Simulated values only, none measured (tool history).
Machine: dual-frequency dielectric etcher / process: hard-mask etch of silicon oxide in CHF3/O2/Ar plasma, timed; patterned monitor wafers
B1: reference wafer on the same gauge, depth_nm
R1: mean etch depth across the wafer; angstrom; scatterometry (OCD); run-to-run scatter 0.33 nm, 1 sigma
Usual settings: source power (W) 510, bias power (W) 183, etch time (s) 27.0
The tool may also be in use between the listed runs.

run 1 hour=0.0 | source_power_(W)=510 bias_power_(W)=183 etch_time_(s)=27.0 | B1=42.8 | R1=501
-- hour=211.3 wet clean of the chamber
run 2 hour=262.9 | source_power_(W)=510 bias_power_(W)=183 etch_time_(s)=27.0 | B1=42.9 | R1=498
run 3 hour=305.2 | source_power_(W)=510 bias_power_(W)=183 etch_time_(s)=27.0 | B1=42.9 | R1=500
run 4 hour=343.4 | source_power_(W)=510 bias_power_(W)=183 etch_time_(s)=27.0 | B1=42.9 | R1=496
-- hour=405.5 source power generator calibrated
run 5 hour=423.3 | source_power_(W)=510 bias_power_(W)=183 etch_time_(s)=27.0 | B1=43.1 | R1=502
run 6 hour=474.8 | source_power_(W)=510 bias_power_(W)=183 etch_time_(s)=27.0 | B1=42.9 | R1=499
-- hour=536.2 upper electrode replaced
run 7 hour=536.7 | source_power_(W)=510 bias_power_(W)=183 etch_time_(s)=27.0 | B1=42.8 | R1=504
run 8 hour=622.8 | source_power_(W)=510 bias_power_(W)=183 etch_time_(s)=27.0 | B1=42.9 | R1=502
run 9 hour=712.5 | source_power_(W)=480 bias_power_(W)=183 etch_time_(s)=23.5 | B1=42.8 | R1=426
run 10 hour=817.0 | source_power_(W)=480 bias_power_(W)=183 etch_time_(s)=23.5 | B1=42.9 | R1=427
-- hour=872.6 wet clean of the chamber
run 11 hour=882.0 | source_power_(W)=510 bias_power_(W)=183 etch_time_(s)=27.0 | B1=42.9 | R1=494
run 12 hour=924.3 | source_power_(W)=510 bias_power_(W)=183 etch_time_(s)=23.0 | B1=42.8 | R1=426
run 13 hour=1143.9 | source_power_(W)=510 bias_power_(W)=183 etch_time_(s)=27.0 | B1=42.9 | R1=502
run 14 hour=1183.8 | source_power_(W)=510 bias_power_(W)=210 etch_time_(s)=27.0 | B1=43.0 | R1=512
run 15 hour=1243.5 | source_power_(W)=510 bias_power_(W)=183 etch_time_(s)=27.0 | B1=42.8 | R1=497
run 16 hour=1292.3 | source_power_(W)=600 bias_power_(W)=197 etch_time_(s)=20.0 | B1=42.8 | R1=392
run 17 hour=1355.6 | source_power_(W)=510 bias_power_(W)=183 etch_time_(s)=27.0 | B1=42.9 | R1=497
run 18 hour=1437.7 | source_power_(W)=610 bias_power_(W)=215 etch_time_(s)=33.0 | B1=42.9 | R1=663
-- hour=1478.9 wet clean of the chamber
run 19 hour=1492.4 | source_power_(W)=510 bias_power_(W)=170 etch_time_(s)=30.5 | B1=42.9 | R1=555
run 20 hour=1590.4 | source_power_(W)=510 bias_power_(W)=183 etch_time_(s)=27.0 | B1=42.9 | R1=497
-- hour=1607.0 bias power generator calibrated
-- hour=1629.5 gauge calibrated
run 21 hour=1664.6 | source_power_(W)=510 bias_power_(W)=183 etch_time_(s)=34.5 | B1=43.0 | R1=638
run 22 hour=1720.0 | source_power_(W)=470 bias_power_(W)=160 etch_time_(s)=27.0 | B1=42.9 | R1=471
run 23 hour=1769.3 | source_power_(W)=510 bias_power_(W)=208 etch_time_(s)=27.0 | B1=42.8 | R1=516
run 24 hour=1868.7 | source_power_(W)=510 bias_power_(W)=183 etch_time_(s)=27.0 | B1=42.9 | R1=495

What does the tool deliver on the next run?
run 25 hour=1913.7 | source_power_(W)=560 bias_power_(W)=196 etch_time_(s)=31.0 | B1=? | R1=?

Run 25 came out at B1 42.9, R1 609 angstrom.
Minus the tool's unlogged condition, the same run would have read R1 609 angstrom.
